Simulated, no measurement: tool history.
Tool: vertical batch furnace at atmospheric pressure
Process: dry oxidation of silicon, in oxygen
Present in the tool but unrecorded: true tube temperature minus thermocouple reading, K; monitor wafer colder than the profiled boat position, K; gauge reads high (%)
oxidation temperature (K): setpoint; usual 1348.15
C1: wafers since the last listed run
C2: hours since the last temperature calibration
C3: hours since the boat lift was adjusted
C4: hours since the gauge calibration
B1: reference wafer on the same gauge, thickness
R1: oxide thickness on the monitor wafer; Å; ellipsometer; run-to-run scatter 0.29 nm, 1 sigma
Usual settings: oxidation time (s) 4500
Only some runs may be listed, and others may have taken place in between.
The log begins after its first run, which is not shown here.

run 2 hour=13 | oxidation_temperature_(K)=1367.15 oxidation_time_(s)=3630 | C1=148 C2=2244.9 C3=1923.1 C4=736.7 | B1=164.94 | R1=1387.1
run 3 hour=34.8 | oxidation_temperature_(K)=1367.15 oxidation_time_(s)=3630 | C1=248 C2=2266.7 C3=1944.9 C4=758.5 | B1=164.98 | R1=1388.1
run 4 hour=65.2 | oxidation_temperature_(K)=1348.15 oxidation_time_(s)=4500 | C1=346 C2=2297.1 C3=1975.3 C4=788.9 | B1=164.92 | R1=1403
run 5 hour=79.2 | oxidation_temperature_(K)=1348.15 oxidation_time_(s)=4500 | C1=159 C2=2311.1 C3=1989.3 C4=802.9 | B1=164.83 | R1=1401.4
run 6 hour=106.9 | oxidation_temperature_(K)=1348.15 oxidation_time_(s)=4500 | C1=315 C2=2338.8 C3=2017 C4=830.6 | B1=165.03 | R1=1403.5
run 7 hour=123.9 | oxidation_temperature_(K)=1348.15 oxidation_time_(s)=4500 | C1=193 C2=2355.8 C3=2034 C4=847.6 | B1=165.07 | R1=1404
run 8 hour=152.9 | oxidation_temperature_(K)=1348.15 oxidation_time_(s)=4500 | C1=330 C2=2384.8 C3=2063 C4=876.6 | B1=165.14 | R1=1399.6
-- hour=164 gauge calibrated
run 9 hour=166.4 | oxidation_temperature_(K)=1348.15 oxidation_time_(s)=4500 | C1=153 C2=2398.3 C3=2076.5 C4=2.4 | B1=164.94 | R1=1402.8
run 10 hour=190.7 | oxidation_temperature_(K)=1348.15 oxidation_time_(s)=4500 | C1=276 C2=2422.6 C3=2100.8 C4=26.7 | B1=164.87 | R1=1406.9
-- hour=240.3 boat lift adjusted
run 11 hour=240.8 | oxidation_temperature_(K)=1348.15 oxidation_time_(s)=4500 | C1=297 C2=2472.7 C3=0.5 C4=76.8 | B1=165.13 | R1=1396.2
-- hour=270.7 thermocouples replaced and temperature profile calibrated
run 12 hour=271.2 | oxidation_temperature_(K)=1348.15 oxidation_time_(s)=4500 | C1=72 C2=0.5 C3=30.9 C4=107.2 | B1=165.21 | R1=1404
run 13 hour=277.6 | oxidation_temperature_(K)=1348.15 oxidation_time_(s)=5550 | C1=72 C2=6.9 C3=37.3 C4=113.6 | B1=165.01 | R1=1564.7
run 14 hour=311.3 | oxidation_temperature_(K)=1348.15 oxidation_time_(s)=5550 | C1=383 C2=40.6 C3=71 C4=147.3 | B1=164.88 | R1=1564.1
run 15 hour=329 | oxidation_temperature_(K)=1348.15 oxidation_time_(s)=4500 | C1=201 C2=58.3 C3=88.7 C4=165 | B1=164.76 | R1=1407.9
run 16 hour=354.9 | oxidation_temperature_(K)=1330.15 oxidation_time_(s)=5520 | C1=294 C2=84.2 C3=114.6 C4=190.9 | B1=164.99 | R1=1425.6
run 17 hour=380.9 | oxidation_temperature_(K)=1338.15 oxidation_time_(s)=3300 | C1=296 C2=110.2 C3=140.6 C4=216.9 | B1=165 | R1=1141.5
run 18 hour=399.3 | oxidation_temperature_(K)=1348.15 oxidation_time_(s)=4500 | C1=209 C2=128.6 C3=159 C4=235.3 | B1=165.12 | R1=1406.5
run 19 hour=413.1 | oxidation_temperature_(K)=1361.15 oxidation_time_(s)=3720 | C1=157 C2=142.4 C3=172.8 C4=249.1 | B1=164.94 | R1=1361.9
run 20 hour=426.2 | oxidation_temperature_(K)=1348.15 oxidation_time_(s)=5400 | C1=149 C2=155.5 C3=185.9 C4=262.2 | B1=164.94 | R1=1551.6
run 21 hour=456.9 | oxidation_temperature_(K)=1348.15 oxidation_time_(s)=4500 | C1=349 C2=186.2 C3=216.6 C4=292.9 | B1=164.95 | R1=1407.2
run 22 hour=474.9 | oxidation_temperature_(K)=1348.15 oxidation_time_(s)=6240 | C1=205 C2=204.2 C3=234.6 C4=310.9 | B1=164.97 | R1=1669.8
run 23 hour=489.6 | oxidation_temperature_(K)=1348.15 oxidation_time_(s)=4500 | C1=167 C2=218.9 C3=249.3 C4=325.6 | B1=165.1 | R1=1401.6

What will run 24 give?
run 24 hour=522.1 | oxidation_temperature_(K)=1371.15 oxidation_time_(s)=6420 | C1=370 C2=251.4 C3=281.8 C4=358.1 | B1=? | R1=?

Logged for run 24: B1 165.23, R1 1913.8 Å.
Without the tool's hidden state the same run would have given R1 1913.8 Å.

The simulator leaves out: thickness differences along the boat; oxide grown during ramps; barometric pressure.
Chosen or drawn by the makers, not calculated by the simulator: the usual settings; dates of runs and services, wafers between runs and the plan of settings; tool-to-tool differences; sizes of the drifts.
